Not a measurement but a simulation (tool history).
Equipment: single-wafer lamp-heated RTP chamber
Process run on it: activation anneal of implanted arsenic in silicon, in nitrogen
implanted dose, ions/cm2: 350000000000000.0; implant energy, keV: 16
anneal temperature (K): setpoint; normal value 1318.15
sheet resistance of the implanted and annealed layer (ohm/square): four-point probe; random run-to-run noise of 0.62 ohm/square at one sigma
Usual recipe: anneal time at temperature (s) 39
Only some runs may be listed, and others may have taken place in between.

| run | hour | anneal temperature (K) | anneal time at temperature (s) | read-back reference wafer on the same gauge, sheet resistance | sheet resistance of the implanted and annealed layer (ohm/square) |
|---|---|---|---|---|---|
| 1 | 0 | 1318.15 | 39 | 269.79 | 245.01 |
| 2 | 74.2 | 1335.15 | 39 | 270.15 | 241.89 |
| 3 | 167.9 | 1335.15 | 39 | 270.23 | 240.82 |
| 4 | 214.6 | 1340.15 | 53 | 269.84 | 234.7 |
|  | 244.6 | pyrometer window cleaned and pyrometer calibrated |
| 5 | 287.2 | 1318.15 | 39 | 269.95 | 246.6 |
| 6 | 393.4 | 1318.15 | 39 | 270.11 | 247.13 |
|  | 444 | reflector plate cleaned |
| 7 | 486.6 | 1318.15 | 39 | 270.14 | 247.6 |
| 8 | 579.8 | 1318.15 | 39 | 269.98 | 245.43 |
| 9 | 647.8 | 1318.15 | 39 | 269.79 | 244.35 |
| 10 | 719.9 | 1318.15 | 39 | 269.97 | 244.27 |
| 11 | 813.6 | 1318.15 | 39 | 270.05 | 243.02 |
|  | 864.9 | pyrometer window cleaned and pyrometer calibrated |
| 12 | 884.4 | 1318.15 | 39 | 269.97 | 246.96 |
| 13 | 953.8 | 1318.15 | 39 | 270.02 | 247.47 |
| 14 | 1058 | 1329.15 | 33 | 270.16 | 245.51 |
| 15 | 1098.1 | 1329.15 | 33 | 270.06 | 245.51 |
|  | 1127.3 | reflector plate cleaned |
| 16 | 1165.1 | 1329.15 | 33 | 270.32 | 246.84 |
| 17 | 1248.3 | 1318.15 | 39 | 270.04 | 246.22 |
| 18 | 1398.8 | 1337.15 | 27 | 270.08 | 243.98 |
|  | 1415.1 | pyrometer window cleaned and pyrometer calibrated |
| 19 | 1502.4 | 1318.15 | 60 | 270.02 | 243.87 |
| 20 | 1555.7 | 1335.15 | 33 | 270.01 | 245.53 |
| 21 | 1628.1 | 1318.15 | 39 | 269.94 | 247.66 |
| 22 | 1716.6 | 1309.15 | 57 | 270.02 | 244.71 |
| 23 | 1787.6 | 1318.15 | 39 | 269.83 | 245.95 |
|  | 1797.7 | reflector plate cleaned |
| 24 | 1870.2 | 1333.15 | 39 | 270.13 | 240.6 |
| 25 | 1928.9 | 1318.15 | 52 | 270.16 | 241.32 |
|  | 1953.4 | gauge calibrated |
|  | 1998 | pyrometer window cleaned and pyrometer calibrated |
| 26 | 2030.8 | 1348.15 | 46 | 269.95 | 235.99 |
| 27 | 2124.1 | 1341.15 | 29 | 270.19 | 243.74 |
| 28 | 2165.7 | 1345.15 | 18 | 270.11 | 249.06 |
| 29 | 2216.1 | 1330.15 | 23 | 269.97 | 249.99 |
|  | 2427.9 | reflector plate cleaned |
| 30 | 2508.4 | 1318.15 | 50 | 270.11 | 241.52 |
|  | 2542 | pyrometer window cleaned and pyrometer calibrated |
| 31 | 2599.6 | 1300.15 | 32 | 270.18 | 253.09 |
| 32 | 2674.7 | 1302.15 | 39 | 269.98 | 250.78 |

Run 33 comes next. What will it give?
| 33 | 2722.2 | 1318.15 | 30 | ? | ? |

{"run 33": {"read-back reference wafer on the same gauge, sheet resistance": 270.02, "sheet resistance of the implanted and annealed layer (ohm/square)": 249.04}}
With the hidden condition absent and the run-to-run variation left alone, this run would have shown sheet resistance of the implanted and annealed layer (ohm/square) 249.36.

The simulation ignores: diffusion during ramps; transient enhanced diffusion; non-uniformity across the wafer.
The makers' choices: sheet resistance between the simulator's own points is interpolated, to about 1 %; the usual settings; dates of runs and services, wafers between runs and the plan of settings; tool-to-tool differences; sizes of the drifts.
